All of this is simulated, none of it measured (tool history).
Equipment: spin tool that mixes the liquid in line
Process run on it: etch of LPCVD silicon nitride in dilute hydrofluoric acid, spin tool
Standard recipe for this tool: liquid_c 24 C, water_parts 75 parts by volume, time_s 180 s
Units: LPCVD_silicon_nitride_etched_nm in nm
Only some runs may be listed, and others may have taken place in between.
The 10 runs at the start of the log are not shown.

run	hour	liquid_c	water_parts	time_s	read-back film thickness of the LPCVD silicon nitride reference wafer, read on the same gauge (nm)	LPCVD_silicon_nitride_etched_nm
# hour 702.8: thermometer replaced
11	720.9	24	95	275	60.025	1.454
12	808.1	24	75	245	59.975	1.661
13	848.5	24	75	225	59.974	1.468
14	928.5	24	90	220	60.027	1.196
15	986.2	24	75	245	59.965	1.669
16	1061.6	24	110	265	60.008	1.201
17	1106.7	24	35	180	59.981	2.397
# hour 1148.8: gauge calibrated
18	1172.7	20	65	180	59.973	1.045
19	1302.4	21	55	215	59.986	1.447
# hour 1389.3: hydrofluoric acid flow meter replaced
# hour 1509.7: thermometer replaced
20	1592.1	24	75	180	60.016	1.221
21	1698.1	22	75	180	59.977	1.008
22	1878	20	100	180	59.994	0.686
23	1950.2	21	75	180	60	0.894
24	2062.2	24	75	180	60.015	1.202
25	2151.3	24	90	80	59.999	0.428
26	2242.1	21.5	100	265	60.005	1.078
# hour 2343.5: thermometer replaced
27	2500.6	21.5	85	285	60.016	1.293
28	2572	24	75	100	59.973	0.643
29	2636.9	24	75	180	59.988	1.107
30	2673.5	25.5	35	230	59.998	3.231
31	2730.7	24	75	180	59.958	1.053

Branching from run 31: 5 alternative next runs. What would each branch give?
A	2731.2	24	75	180	?	?
B	2731.2	19.5	60	280	?	?
C	2731.2	24	90	180	?	?
D	2731.2	29	115	90	?	?
E	2731.2	20.5	75	180	?	?

run	read-back film thickness of the LPCVD silicon nitride reference wafer, read on the same gauge (nm)	LPCVD_silicon_nitride_etched_nm
A	59.962	1.103
B	59.962	1.573
C	59.962	0.921
D	59.962	0.497
E	59.962	0.871
What these runs would have given with no unlogged condition in the tool:
run	LPCVD_silicon_nitride_etched_nm
A	1.284
B	1.829
C	1.073
D	0.58
E	1.013
